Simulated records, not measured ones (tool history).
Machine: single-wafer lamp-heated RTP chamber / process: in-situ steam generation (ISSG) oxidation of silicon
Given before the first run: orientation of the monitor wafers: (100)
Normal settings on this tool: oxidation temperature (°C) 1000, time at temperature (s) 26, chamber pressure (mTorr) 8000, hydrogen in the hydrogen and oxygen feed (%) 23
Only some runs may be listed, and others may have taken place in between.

run,hour,oxidation temperature (°C),time at temperature (s),chamber pressure (mTorr),hydrogen in the hydrogen and oxygen feed (%),"read-back reference wafer on the same gauge, thickness",oxide thickness on the monitor wafer (angstrom)
1,0.0,984,26,8000,28,5.282,60.38
2,40.1,984,26,8000,28,5.278,60.54
3,80.6,1000,26,8000,23,5.286,61.71
4,113.4,1000,26,8000,23,5.273,61.93
5,152.4,1000,26,8000,23,5.281,62.08
# hour 182.5: hydrogen flow controller replaced
6,189.0,1000,28,8000,23,5.275,64.43
7,232.8,1000,26,8000,23,5.290,62.07
# hour 278.4: gauge calibrated
8,293.2,1000,26,8000,23,5.285,62.89
9,338.2,1000,26,8000,26,5.281,64.16
# hour 368.6: pyrometer window cleaned and pyrometer calibrated
# hour 377.8: pressure gauge zeroed
10,392.4,1006,34,8000,19,5.284,68.69
11,440.0,1020,26,8000,23,5.286,67.04
12,468.0,994,30,8000,23,5.275,63.84
13,530.2,1000,26,8000,23,5.280,61.05

What does the tool deliver on the next run?
14,574.3,1014,23,9500,15,?,?

read-back reference wafer on the same gauge, thickness: 5.272
oxide thickness on the monitor wafer (angstrom): 55.69
Were there no unlogged condition in the tool, this run, its random variation unchanged, would have produced oxide thickness on the monitor wafer (angstrom) 54.94.
